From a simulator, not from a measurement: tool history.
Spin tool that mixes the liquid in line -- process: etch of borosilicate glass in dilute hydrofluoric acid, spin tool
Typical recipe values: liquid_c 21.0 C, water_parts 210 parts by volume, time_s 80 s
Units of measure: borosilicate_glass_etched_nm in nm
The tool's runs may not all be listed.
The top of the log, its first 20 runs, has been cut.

run	day	liquid_c	water_parts	time_s	read-back film thickness of the borosilicate glass reference wafer, read on the same gauge (nm)	borosilicate_glass_etched_nm
21	59.571	21.0	210	80	79.35	11.16
22	62.592	21.0	105	80	79.28	24.82
23	65.817	19.0	255	80	79.20	8.09
24	68.933	24.5	210	125	79.11	19.87
25	73.396	21.0	210	35	79.01	4.81
26	75.696	21.0	315	80	78.95	6.67
# day 76.183: thermometer replaced
27	79.583	21.0	210	80	78.87	11.05
28	81.512	21.0	210	80	78.82	11.03
29	85.688	17.0	210	80	78.68	9.38
30	88.758	21.0	210	60	78.63	8.26
31	91.379	24.5	160	120	78.57	25.89
32	93.862	25.5	135	55	78.49	15.12
33	95.729	21.0	210	80	78.47	10.96

Below are 4 alternative next runs, each starting from the tool's condition after run 33. Predict each:
A	95.746	21.0	210	120	?	?
B	95.746	18.0	210	80	?	?
C	95.746	24.0	305	80	?	?
D	95.746	19.5	210	65	?	?

run	read-back film thickness of the borosilicate glass reference wafer, read on the same gauge (nm)	borosilicate_glass_etched_nm
A	78.42	16.45
B	78.42	9.77
C	78.42	7.67
D	78.42	8.41
With no hidden state in the tool, these same runs would have given:
run	borosilicate_glass_etched_nm
A	16.78
B	9.96
C	7.82
D	8.58
